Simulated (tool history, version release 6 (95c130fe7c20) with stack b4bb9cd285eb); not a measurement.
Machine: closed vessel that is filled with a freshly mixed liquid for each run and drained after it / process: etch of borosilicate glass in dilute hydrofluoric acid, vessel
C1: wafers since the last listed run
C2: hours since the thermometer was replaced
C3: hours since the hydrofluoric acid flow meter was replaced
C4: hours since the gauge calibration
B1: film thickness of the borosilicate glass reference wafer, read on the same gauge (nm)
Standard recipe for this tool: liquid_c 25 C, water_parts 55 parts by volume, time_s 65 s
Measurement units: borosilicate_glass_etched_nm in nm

Run 1, hour 0: usual settings; C1 0; C2 2334.5; C3 204.1; C4 400.3; B1 50.02. Result: borosilicate_glass_etched_nm 26.18 nm.
Run 2, hour 44.3: usual settings; C1 6428; C2 2378.8; C3 248.4; C4 444.6; B1 50.01. Result: borosilicate_glass_etched_nm 26.33 nm.
Run 3, hour 114.9: usual settings but liquid_c 23.5 C; C1 10244; C2 2449.4; C3 319; C4 515.2; B1 50.02. Result: borosilicate_glass_etched_nm 24.7 nm.
Run 4, hour 171.4: usual settings; C1 8198; C2 2505.9; C3 375.5; C4 571.7; B1 49.99. Result: borosilicate_glass_etched_nm 26.29 nm.
Run 5, hour 202.6: usual settings but water_parts 35 parts by volume; C1 4527; C2 2537.1; C3 406.7; C4 602.9; B1 49.99. Result: borosilicate_glass_etched_nm 42.54 nm.
Run 6, hour 227: usual settings but time_s 35 s; C1 3540; C2 2561.5; C3 431.1; C4 627.3; B1 49.99. Result: borosilicate_glass_etched_nm 14.21 nm.
Run 7, hour 253.3: usual settings but time_s 35 s; C1 3816; C2 2587.8; C3 457.4; C4 653.6; B1 50.01. Result: borosilicate_glass_etched_nm 14.11 nm.
Run 8, hour 304.6: usual settings but time_s 35 s; C1 7444; C2 2639.1; C3 508.7; C4 704.9; B1 49.99. Result: borosilicate_glass_etched_nm 13.95 nm.
Run 9, hour 374.1: usual settings; C1 10085; C2 2708.6; C3 578.2; C4 774.4; B1 50. Result: borosilicate_glass_etched_nm 26.14 nm.
At hour 433.8: hydrofluoric acid flow meter replaced.
Run 10, hour 445.2: usual settings; C1 10172; C2 2779.7; C3 11.4; C4 845.5; B1 49.98. Result: borosilicate_glass_etched_nm 26.12 nm.
Run 11, hour 589.6: usual settings; C1 20954; C2 2924.1; C3 155.8; C4 989.9; B1 50. Result: borosilicate_glass_etched_nm 26.07 nm.
At hour 611.7: thermometer replaced.
Run 12, hour 645.3: usual settings; C1 7937; C2 33.6; C3 211.5; C4 1045.6; B1 50. Result: borosilicate_glass_etched_nm 28.33 nm.
Run 13, hour 681.6: usual settings; C1 5267; C2 69.9; C3 247.8; C4 1081.9; B1 50. Result: borosilicate_glass_etched_nm 28.05 nm.
Run 14, hour 861.3: usual settings; C1 26076; C2 249.6; C3 427.5; C4 1261.6; B1 50. Result: borosilicate_glass_etched_nm 28.17 nm.
Run 15, hour 932.7: usual settings but liquid_c 29.5 C, time_s 100 s; C1 10360; C2 321; C3 498.9; C4 1333; B1 50. Result: borosilicate_glass_etched_nm 51.87 nm.
Run 16, hour 964.5: usual settings but time_s 85 s; C1 4614; C2 352.8; C3 530.7; C4 1364.8; B1 50. Result: borosilicate_glass_etched_nm 36.6 nm.
Run 17, hour 1003.2: usual settings but liquid_c 22.5 C, water_parts 85 parts by volume; C1 5615; C2 391.5; C3 569.4; C4 1403.5; B1 50. Result: borosilicate_glass_etched_nm 15.78 nm.
Run 18, hour 1079.8: usual settings but liquid_c 21.5 C, water_parts 75 parts by volume, time_s 85 s; C1 11115; C2 468.1; C3 646; C4 1480.1; B1 49.99. Result: borosilicate_glass_etched_nm 22.71 nm.
At hour 1151.2: hydrofluoric acid flow meter replaced.
At hour 1172.9: gauge calibrated.
Run 19, hour 1211.9: usual settings but time_s 35 s; C1 19024; C2 600.2; C3 60.7; C4 39; B1 49.99. Result: borosilicate_glass_etched_nm 15.2 nm.
Run 20, hour 1252.3: usual settings; C1 5862; C2 640.6; C3 101.1; C4 79.4; B1 50.01. Result: borosilicate_glass_etched_nm 27.79 nm.
Run 21, hour 1302.6: usual settings but time_s 30 s; C1 7299; C2 690.9; C3 151.4; C4 129.7; B1 49.98. Result: borosilicate_glass_etched_nm 12.84 nm.
Run 22, hour 1336.1: usual settings but liquid_c 28 C, water_parts 30 parts by volume; C1 4861; C2 724.4; C3 184.9; C4 163.2; B1 50.01. Result: borosilicate_glass_etched_nm 59.92 nm.
Run 23, hour 1373.7: usual settings but liquid_c 30 C, water_parts 85 parts by volume, time_s 50 s; C1 5456; C2 762; C3 222.5; C4 200.8; B1 50.01. Result: borosilicate_glass_etched_nm 16.08 nm.
Run 24, hour 1412.3: usual settings; C1 5601; C2 800.6; C3 261.1; C4 239.4; B1 49.98. Result: borosilicate_glass_etched_nm 27.79 nm.
Run 25, hour 1459.1: usual settings but liquid_c 23 C, water_parts 45 parts by volume, time_s 30 s; C1 6791; C2 847.4; C3 307.9; C4 286.2; B1 50. Result: borosilicate_glass_etched_nm 14.42 nm.
Run 26, hour 1511.8: usual settings but liquid_c 22.5 C, water_parts 80 parts by volume, time_s 80 s; C1 7647; C2 900.1; C3 360.6; C4 338.9; B1 49.99. Result: borosilicate_glass_etched_nm 20.32 nm.
Run 27, hour 1554.9: usual settings but water_parts 75 parts by volume, time_s 95 s; C1 6254; C2 943.2; C3 403.7; C4 382; B1 50. Result: borosilicate_glass_etched_nm 29.21 nm.
Run 28, hour 1586.8: usual settings but liquid_c 27.5 C, time_s 35 s; C1 4629; C2 975.1; C3 435.6; C4 413.9; B1 50. Result: borosilicate_glass_etched_nm 16.52 nm.

Forecast each of these 4 alternatives for the next run:
Run A, hour 1587.5: usual settings; C1 101; C2 975.8; C3 436.3; C4 414.6; B1 ?. Result: borosilicate_glass_etched_nm ?.
Run B, hour 1587.5: usual settings but liquid_c 29.5 C, time_s 30 s; C1 101; C2 975.8; C3 436.3; C4 414.6; B1 ?. Result: borosilicate_glass_etched_nm ?.
Run C, hour 1587.5: usual settings but liquid_c 22.5 C, water_parts 70 parts by volume; C1 101; C2 975.8; C3 436.3; C4 414.6; B1 ?. Result: borosilicate_glass_etched_nm ?.
Run D, hour 1587.5: usual settings but liquid_c 26.5 C, time_s 80 s; C1 101; C2 975.8; C3 436.3; C4 414.6; B1 ?. Result: borosilicate_glass_etched_nm ?.

run     B1  borosilicate_glass_etched_nm
  A  49.99                         27.86
  B  49.99                         15.41
  C  49.99                         19.38
  D  49.99                         36.45
Stripped of hidden state, with their random variation kept, the same runs would have yielded:
run  borosilicate_glass_etched_nm
  A                         28.87
  B                         15.95
  C                         20.09
  D                         37.75
